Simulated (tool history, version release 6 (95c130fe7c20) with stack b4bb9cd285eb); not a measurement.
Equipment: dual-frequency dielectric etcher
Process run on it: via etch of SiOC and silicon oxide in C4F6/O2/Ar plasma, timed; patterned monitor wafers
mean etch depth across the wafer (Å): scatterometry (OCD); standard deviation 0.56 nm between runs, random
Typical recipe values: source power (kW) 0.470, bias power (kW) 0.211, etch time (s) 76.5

run     day  source power (kW)  bias power (kW)  etch time (s)  read-back reference wafer on the same gauge, depth_nm  mean etch depth across the wafer (Å)
  1   0.000              0.470            0.211           76.5                                                   97.3                                   921
  2   2.942              0.470            0.211           76.5                                                   97.2                                   921
  3   5.546              0.470            0.211           76.5                                                   97.0                                   909
  4   7.296              0.470            0.211           76.5                                                   97.3                                   907
  5   9.175              0.470            0.211           76.5                                                   97.0                                   899
     10.888  -- wet clean of the chamber
  6  11.208              0.470            0.211           76.5                                                   97.0                                   930
  7  19.742              0.470            0.211           76.5                                                   97.1                                   920
  8  21.604              0.470            0.211           76.5                                                   97.2                                   904
  9  24.096              0.500            0.226           76.5                                                   97.1                                   958
     26.108  -- wet clean of the chamber
 10  26.129              0.500            0.226           76.5                                                   97.0                                   990
 11  28.025              0.500            0.226           76.5                                                   97.1                                   982
 12  29.367              0.470            0.211           88.0                                                   96.9                                  1058
 13  32.154              0.470            0.211           76.5                                                   97.0                                   914
     33.558  -- source power generator calibrated
     33.738  -- upper electrode replaced
 14  34.046              0.470            0.211           76.5                                                   97.0                                   911
 15  37.017              0.470            0.211           76.5                                                   97.0                                   893
 16  39.775              0.470            0.211           76.5                                                   97.1                                   886
     41.904  -- wet clean of the chamber
 17  41.925              0.390            0.174           76.5                                                   97.4                                   750
     42.679  -- gauge calibrated
 18  42.812              0.470            0.211           76.5                                                   97.1                                   919
     46.462  -- bias power generator calibrated
 19  50.162              0.350            0.262           76.5                                                   97.2                                   820
 20  51.538              0.470            0.211           76.5                                                   97.1                                   899
     58.488  -- wet clean of the chamber
 21  58.508              0.580            0.161           96.0                                                   97.1                                  1174
 22  60.054              0.400            0.211           70.5                                                   97.2                                   768
 23  62.204              0.550            0.256           91.0                                                   97.1                                  1313
 24  64.012              0.510            0.184           59.0                                                   97.2                                   705
 25  65.138              0.550            0.182           87.0                                                   97.1                                  1065
 26  67.058              0.570            0.211           76.5                                                   97.4                                  1018

3 options for the next run, each taken on its own from the tool as it stands now. Forecast them:
  A  67.075              0.470            0.211           67.0                                                      ?                                     ?
  B  67.075              0.350            0.164           96.5                                                      ?                                     ?
  C  67.075              0.470            0.257           85.0                                                      ?                                     ?

run  read-back reference wafer on the same gauge, depth_nm  mean etch depth across the wafer (Å)
  A                                                   97.1                                   794
  B                                                   97.1                                   828
  C                                                   97.1                                  1101
Without the tool's unlogged condition, the same runs would have read:
run  mean etch depth across the wafer (Å)
  A                                   818
  B                                   854
  C                                  1135
